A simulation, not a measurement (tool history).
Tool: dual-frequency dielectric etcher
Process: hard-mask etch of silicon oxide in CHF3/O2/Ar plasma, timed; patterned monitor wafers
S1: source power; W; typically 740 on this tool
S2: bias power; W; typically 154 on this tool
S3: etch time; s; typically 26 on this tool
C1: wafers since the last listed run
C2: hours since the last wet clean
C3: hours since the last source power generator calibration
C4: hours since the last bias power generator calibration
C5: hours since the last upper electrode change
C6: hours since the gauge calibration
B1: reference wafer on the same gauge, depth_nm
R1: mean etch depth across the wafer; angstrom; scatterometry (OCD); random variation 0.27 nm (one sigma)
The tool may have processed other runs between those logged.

run,day,S1,S2,S3,C1,C2,C3,C4,C5,C6,B1,R1
1,0,740,154,26,0,7.6,1943.8,1612.9,1864.9,108.9,44.4,518
2,0.633,870,154,26,274,22.8,1959,1628.1,1880.1,124.1,44.6,549
3,1.275,620,154,26,278,38.2,1974.4,1643.5,1895.5,139.5,44.5,489
4,1.992,620,154,26,310,55.4,1991.6,1660.7,1912.7,156.7,44.5,482
5,3.642,620,154,26,715,95,2031.2,1700.3,1952.3,196.3,44.4,479
6,3.933,780,154,26,126,102,2038.2,1707.3,1959.3,203.3,44.4,521
7,4.225,740,154,26,126,109,2045.2,1714.3,1966.3,210.3,44.5,511
8,4.579,740,179,26,153,117.5,2053.7,1722.8,1974.8,218.8,44.5,543
# day 4.908: bias power generator calibrated
# day 5.133: source power generator calibrated
9,5.154,740,154,33,104,131.3,0.5,5.9,1988.6,232.6,44.6,656
10,5.654,740,154,26,216,143.3,12.5,17.9,2000.6,244.6,44.5,511
11,6.217,780,154,26,243,156.8,26,31.4,2014.1,258.1,44.5,518
12,6.938,740,154,26,312,174.1,43.3,48.7,2031.4,275.4,44.5,509
13,8.358,870,177,28.5,615,208.2,77.4,82.8,2065.5,309.5,44.4,625
14,8.929,740,127,19,247,221.9,91.1,96.5,2079.2,323.2,44.4,346
15,9.446,900,168,19.5,223,234.3,103.5,108.9,2091.6,335.6,44.4,425
16,9.875,740,154,26,186,244.6,113.8,119.2,2101.9,345.9,44.5,507
# day 10.321: gauge calibrated
# day 11.383: upper electrode replaced
17,11.404,670,173,22,229,281.3,150.5,155.9,0.5,26,44.5,436
18,11.421,560,122,32,7,281.7,150.9,156.3,0.9,26.4,44.4,522
19,11.658,740,154,26,102,287.4,156.6,162,6.6,32.1,44.6,509
20,12.375,810,181,34,310,304.6,173.8,179.2,23.8,49.3,44.5,738
21,13.046,740,174,33.5,290,320.7,189.9,195.3,39.9,65.4,44.5,688
22,13.588,740,180,23.5,234,333.7,202.9,208.3,52.9,78.4,44.4,490
23,14.075,740,180,23.5,211,345.4,214.6,220,64.6,90.1,44.5,488
24,14.525,920,174,18.5,195,356.2,225.4,230.8,75.4,100.9,44.5,410
25,15.117,600,129,23,256,370.4,239.6,245,89.6,115.1,44.4,387
26,15.758,810,154,26,278,385.8,255,260.4,105,130.5,44.6,525
27,16.117,800,137,26,155,394.4,263.6,269,113.6,139.1,44.5,495
28,16.417,810,133,31,130,401.6,270.8,276.2,120.8,146.3,44.6,589
29,16.975,740,154,26,242,415,284.2,289.6,134.2,159.7,44.5,508

Table of differences, measured result less the result of that run with no hidden state. Run-to-run variation is the same in both. Gauge scatter possibly is not:
Hidden state present: etch rate over this chamber's usual, %; source power that arrives over what is set, %; bias power that arrives over what is set, %; gauge reads high (%).
run,R1
1,-4
2,-4
3,-4
4,-5
5,-5
6,-6
7,-6
8,-7
9,-8
10,-6
11,-8
12,-7
13,-10
14,-6
15,-7
16,-9
17,-9
18,-10
19,-11
20,-16
21,-15
22,-11
23,-12
24,-10
25,-9
26,-13
27,-12
28,-15
29,-13
